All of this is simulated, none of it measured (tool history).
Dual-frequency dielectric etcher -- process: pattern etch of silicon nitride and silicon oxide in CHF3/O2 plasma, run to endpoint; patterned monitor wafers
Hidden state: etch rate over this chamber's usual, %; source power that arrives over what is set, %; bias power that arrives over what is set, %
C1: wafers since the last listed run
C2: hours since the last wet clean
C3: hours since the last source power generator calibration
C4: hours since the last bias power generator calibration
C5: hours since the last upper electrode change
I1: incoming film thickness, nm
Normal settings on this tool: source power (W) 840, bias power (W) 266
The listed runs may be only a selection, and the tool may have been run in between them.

run 1 hour=0 | source_power_(W)=840 bias_power_(W)=282 | C1=0 C2=225.2 C3=3626.3 C4=4532.9 C5=2639.4 | I1=242.4 | endpoint_time_(s)=134.1
run 2 hour=29.6 | source_power_(W)=840 bias_power_(W)=282 | C1=211 C2=254.8 C3=3655.9 C4=4562.5 C5=2669 | I1=240.5 | endpoint_time_(s)=134.2
run 3 hour=70.7 | source_power_(W)=840 bias_power_(W)=266 | C1=293 C2=295.9 C3=3697 C4=4603.6 C5=2710.1 | I1=243.9 | endpoint_time_(s)=139.7
run 4 hour=109.5 | source_power_(W)=840 bias_power_(W)=266 | C1=277 C2=334.7 C3=3735.8 C4=4642.4 C5=2748.9 | I1=239.3 | endpoint_time_(s)=137.5
run 5 hour=139.8 | source_power_(W)=840 bias_power_(W)=266 | C1=216 C2=365 C3=3766.1 C4=4672.7 C5=2779.2 | I1=241.8 | endpoint_time_(s)=138.3
run 6 hour=184 | source_power_(W)=840 bias_power_(W)=266 | C1=316 C2=409.2 C3=3810.3 C4=4716.9 C5=2823.4 | I1=240.9 | endpoint_time_(s)=138.8
run 7 hour=213.8 | source_power_(W)=840 bias_power_(W)=266 | C1=213 C2=439 C3=3840.1 C4=4746.7 C5=2853.2 | I1=241.6 | endpoint_time_(s)=139.8
run 8 hour=259.3 | source_power_(W)=840 bias_power_(W)=266 | C1=325 C2=484.5 C3=3885.6 C4=4792.2 C5=2898.7 | I1=241.3 | endpoint_time_(s)=141.3
run 9 hour=288.7 | source_power_(W)=840 bias_power_(W)=266 | C1=210 C2=513.9 C3=3915 C4=4821.6 C5=2928.1 | I1=242.2 | endpoint_time_(s)=141.7
-- hour=322.9 wet clean of the chamber
run 10 hour=343.6 | source_power_(W)=840 bias_power_(W)=266 | C1=221 C2=20.7 C3=3969.9 C4=4876.5 C5=2983 | I1=240.7 | endpoint_time_(s)=135.3
run 11 hour=384 | source_power_(W)=840 bias_power_(W)=266 | C1=288 C2=61.1 C3=4010.3 C4=4916.9 C5=3023.4 | I1=243.6 | endpoint_time_(s)=139.1
run 12 hour=433.7 | source_power_(W)=840 bias_power_(W)=266 | C1=355 C2=110.8 C3=4060 C4=4966.6 C5=3073.1 | I1=243 | endpoint_time_(s)=137.3
-- hour=459.3 source power generator calibrated
run 13 hour=466.6 | source_power_(W)=840 bias_power_(W)=266 | C1=206 C2=143.7 C3=7.3 C4=4999.5 C5=3106 | I1=238.3 | endpoint_time_(s)=136.6
run 14 hour=523.1 | source_power_(W)=840 bias_power_(W)=266 | C1=404 C2=200.2 C3=63.8 C4=5056 C5=3162.5 | I1=241.7 | endpoint_time_(s)=139.1
run 15 hour=592.4 | source_power_(W)=780 bias_power_(W)=266 | C1=495 C2=269.5 C3=133.1 C4=5125.3 C5=3231.8 | I1=242.6 | endpoint_time_(s)=144.3
run 16 hour=659.9 | source_power_(W)=780 bias_power_(W)=266 | C1=482 C2=337 C3=200.6 C4=5192.8 C5=3299.3 | I1=241 | endpoint_time_(s)=142.7
run 17 hour=710.8 | source_power_(W)=720 bias_power_(W)=287 | C1=364 C2=387.9 C3=251.5 C4=5243.7 C5=3350.2 | I1=241.8 | endpoint_time_(s)=145.1
run 18 hour=757.4 | source_power_(W)=750 bias_power_(W)=326 | C1=333 C2=434.5 C3=298.1 C4=5290.3 C5=3396.8 | I1=242.2 | endpoint_time_(s)=135.9
run 19 hour=805.5 | source_power_(W)=780 bias_power_(W)=245 | C1=344 C2=482.6 C3=346.2 C4=5338.4 C5=3444.9 | I1=241.2 | endpoint_time_(s)=148.3
run 20 hour=850.1 | source_power_(W)=840 bias_power_(W)=266 | C1=318 C2=527.2 C3=390.8 C4=5383 C5=3489.5 | I1=239.3 | endpoint_time_(s)=140.1
run 21 hour=875.4 | source_power_(W)=840 bias_power_(W)=218 | C1=180 C2=552.5 C3=416.1 C4=5408.3 C5=3514.8 | I1=242.1 | endpoint_time_(s)=153.5
-- hour=927.2 bias power generator calibrated
-- hour=958.7 upper electrode replaced
-- hour=981.7 wet clean of the chamber
run 22 hour=982.2 | source_power_(W)=1030 bias_power_(W)=240 | C1=398 C2=0.5 C3=522.9 C4=55 C5=23.5 | I1=240.4 | endpoint_time_(s)=131.9
run 23 hour=982.6 | source_power_(W)=1030 bias_power_(W)=245 | C1=2 C2=0.9 C3=523.3 C4=55.4 C5=23.9 | I1=241.6 | endpoint_time_(s)=129.5
run 24 hour=1016.3 | source_power_(W)=1010 bias_power_(W)=215 | C1=241 C2=34.6 C3=557 C4=89.1 C5=57.6 | I1=242.1 | endpoint_time_(s)=137.7
run 25 hour=1069 | source_power_(W)=710 bias_power_(W)=223 | C1=376 C2=87.3 C3=609.7 C4=141.8 C5=110.3 | I1=242.8 | endpoint_time_(s)=153.7
run 26 hour=1109.2 | source_power_(W)=930 bias_power_(W)=308 | C1=287 C2=127.5 C3=649.9 C4=182 C5=150.5 | I1=242.8 | endpoint_time_(s)=127.3
run 27 hour=1166.2 | source_power_(W)=1030 bias_power_(W)=245 | C1=407 C2=184.5 C3=706.9 C4=239 C5=207.5 | I1=241.1 | endpoint_time_(s)=132
run 28 hour=1211.1 | source_power_(W)=980 bias_power_(W)=283 | C1=321 C2=229.4 C3=751.8 C4=283.9 C5=252.4 | I1=240.6 | endpoint_time_(s)=130
run 29 hour=1278.3 | source_power_(W)=840 bias_power_(W)=266 | C1=480 C2=296.6 C3=819 C4=351.1 C5=319.6 | I1=243.5 | endpoint_time_(s)=140.4
run 30 hour=1330.1 | source_power_(W)=950 bias_power_(W)=266 | C1=370 C2=348.4 C3=870.8 C4=402.9 C5=371.4 | I1=239.4 | endpoint_time_(s)=133.7
run 31 hour=1362.3 | source_power_(W)=750 bias_power_(W)=266 | C1=230 C2=380.6 C3=903 C4=435.1 C5=403.6 | I1=243.4 | endpoint_time_(s)=146.5
run 32 hour=1424 | source_power_(W)=780 bias_power_(W)=293 | C1=441 C2=442.3 C3=964.7 C4=496.8 C5=465.3 | I1=241.2 | endpoint_time_(s)=138.7
run 33 hour=1462.6 | source_power_(W)=840 bias_power_(W)=266 | C1=276 C2=480.9 C3=1003.3 C4=535.4 C5=503.9 | I1=241.9 | endpoint_time_(s)=143.2

Alternative continuations, all from the tool just after run 33; predict every row:
run A hour=1463.1 | source_power_(W)=840 bias_power_(W)=215 | C1=3 C2=481.4 C3=1003.8 C4=535.9 C5=504.4 | I1=241.8 | endpoint_time_(s)=?
run B hour=1463.1 | source_power_(W)=660 bias_power_(W)=289 | C1=3 C2=481.4 C3=1003.8 C4=535.9 C5=504.4 | I1=241.8 | endpoint_time_(s)=?
run C hour=1463.1 | source_power_(W)=750 bias_power_(W)=295 | C1=3 C2=481.4 C3=1003.8 C4=535.9 C5=504.4 | I1=241.8 | endpoint_time_(s)=?

run=A endpoint_time_(s)=151.6
run=B endpoint_time_(s)=146.6
run=C endpoint_time_(s)=140.4
Without the tool's unlogged condition, the same runs would have read:
run=A endpoint_time_(s)=145.6
run=B endpoint_time_(s)=140.8
run=C endpoint_time_(s)=134.8
